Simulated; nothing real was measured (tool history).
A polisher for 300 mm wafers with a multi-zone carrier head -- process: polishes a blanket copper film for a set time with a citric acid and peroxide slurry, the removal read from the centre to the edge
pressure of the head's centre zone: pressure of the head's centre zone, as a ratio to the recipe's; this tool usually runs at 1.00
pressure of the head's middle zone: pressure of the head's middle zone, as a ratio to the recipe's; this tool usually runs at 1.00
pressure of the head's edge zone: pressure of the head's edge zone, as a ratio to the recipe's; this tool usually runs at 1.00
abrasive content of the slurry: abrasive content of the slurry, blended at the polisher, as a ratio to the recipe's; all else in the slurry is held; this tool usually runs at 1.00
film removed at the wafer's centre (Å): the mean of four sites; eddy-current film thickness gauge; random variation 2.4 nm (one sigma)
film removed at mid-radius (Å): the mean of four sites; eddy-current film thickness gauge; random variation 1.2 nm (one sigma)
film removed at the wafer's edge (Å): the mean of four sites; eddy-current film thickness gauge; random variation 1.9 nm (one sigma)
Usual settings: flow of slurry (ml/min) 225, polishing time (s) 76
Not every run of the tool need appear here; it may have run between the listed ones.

| run | hour | flow of slurry (ml/min) | pressure of the head's centre zone | pressure of the head's middle zone | pressure of the head's edge zone | abrasive content of the slurry | polishing time (s) | incoming thickness of the incoming film, nm | film removed at the wafer's centre (Å) | film removed at mid-radius (Å) | film removed at the wafer's edge (Å) |
|---|---|---|---|---|---|---|---|---|---|---|---|
| 1 | 0.0 | 225 | 1.00 | 1.00 | 1.00 | 1.00 | 76 | 1065.5 | 1940 | 1969 | 2001 |
| 2 | 12.9 | 225 | 1.00 | 1.00 | 1.00 | 1.00 | 76 | 1050.5 | 1930 | 1961 | 1976 |
| 3 | 34.8 | 225 | 1.00 | 1.00 | 1.03 | 1.00 | 76 | 1045.6 | 1919 | 1956 | 2048 |
|  | 85.3 | worn pad replaced by a new one |
| 4 | 109.1 | 225 | 1.00 | 1.00 | 1.03 | 1.00 | 76 | 1075.3 | 1910 | 1942 | 2011 |
| 5 | 131.8 | 225 | 1.00 | 1.00 | 1.03 | 1.00 | 76 | 1052.8 | 1923 | 1932 | 2012 |
| 6 | 156.5 | 210 | 1.07 | 1.00 | 1.00 | 1.00 | 76 | 1061.0 | 2033 | 1923 | 1964 |
| 7 | 177.3 | 210 | 1.07 | 1.00 | 1.00 | 1.00 | 76 | 1062.5 | 2058 | 1913 | 1993 |
|  | 193.0 | worn pad replaced by a new one |
|  | 226.6 | centre zone pressure recalibrated |
| 8 | 243.2 | 190 | 1.00 | 1.00 | 1.00 | 1.20 | 76 | 1078.6 | 1947 | 1980 | 2033 |
| 9 | 264.7 | 225 | 1.00 | 1.00 | 1.00 | 1.25 | 76 | 1052.0 | 1991 | 2037 | 2090 |
|  | 294.6 | worn pad replaced by a new one |
| 10 | 296.9 | 190 | 1.00 | 1.00 | 1.00 | 1.20 | 76 | 1063.5 | 1898 | 1948 | 2018 |
| 11 | 313.2 | 255 | 1.00 | 0.92 | 1.00 | 1.00 | 51 | 1056.6 | 1286 | 1211 | 1321 |
|  | 331.5 | edge zone pressure recalibrated |
| 12 | 332.0 | 225 | 1.00 | 1.00 | 1.00 | 1.00 | 76 | 1054.7 | 1853 | 1901 | 1942 |
|  | 338.6 | carrier head's membrane replaced by a new one |
| 13 | 354.7 | 225 | 0.96 | 1.00 | 1.04 | 0.90 | 85 | 1056.2 | 1913 | 2040 | 2128 |
|  | 412.6 | slurry nozzle cleaned |
|  | 419.6 | worn pad replaced by a new one |
| 14 | 420.1 | 225 | 1.00 | 1.00 | 1.00 | 1.00 | 88 | 1072.9 | 2241 | 2261 | 2287 |
| 15 | 442.2 | 225 | 0.92 | 1.00 | 1.00 | 1.00 | 76 | 1060.7 | 1755 | 1962 | 1992 |
| 16 | 461.6 | 225 | 1.00 | 1.00 | 1.00 | 1.00 | 76 | 1055.1 | 1934 | 1946 | 1944 |
| 17 | 493.2 | 225 | 0.96 | 1.00 | 1.04 | 0.90 | 85 | 1041.1 | 2025 | 2110 | 2181 |
| 18 | 512.7 | 170 | 1.00 | 1.00 | 1.00 | 1.25 | 50 | 1061.3 | 1271 | 1317 | 1341 |
| 19 | 533.4 | 290 | 1.00 | 1.09 | 1.00 | 1.00 | 76 | 1067.5 | 1929 | 2154 | 2064 |
|  | 549.8 | worn pad replaced by a new one |
| 20 | 557.9 | 225 | 1.00 | 1.00 | 1.00 | 1.15 | 76 | 1057.1 | 2017 | 2021 | 2104 |

5 ways to go on from here, each from the tool as it stands after run 20. What would each give?
| A | 558.3 | 225 | 1.00 | 1.00 | 1.00 | 1.10 | 76 | 1053.9 | ? | ? | ? |
| B | 558.3 | 160 | 1.00 | 1.00 | 1.00 | 1.25 | 76 | 1053.9 | ? | ? | ? |
| C | 558.3 | 225 | 1.00 | 0.96 | 1.00 | 1.00 | 91 | 1053.9 | ? | ? | ? |
| D | 558.3 | 295 | 1.00 | 1.00 | 1.00 | 1.00 | 76 | 1053.9 | ? | ? | ? |
| E | 558.3 | 225 | 0.92 | 1.09 | 1.00 | 1.00 | 54 | 1053.9 | ? | ? | ? |

| run | film removed at the wafer's centre (Å) | film removed at mid-radius (Å) | film removed at the wafer's edge (Å) |
|---|---|---|---|
| A | 1971 | 2003 | 2014 |
| B | 1946 | 1989 | 2021 |
| C | 2299 | 2259 | 2351 |
| D | 1980 | 2007 | 2004 |
| E | 1255 | 1493 | 1393 |
Had the tool no hidden state, the same runs would have come out as:
| run | film removed at the wafer's centre (Å) | film removed at mid-radius (Å) | film removed at the wafer's edge (Å) |
|---|---|---|---|
| A | 1986 | 2017 | 2024 |
| B | 1965 | 2006 | 2034 |
| C | 2317 | 2274 | 2363 |
| D | 1992 | 2018 | 2012 |
| E | 1265 | 1504 | 1400 |
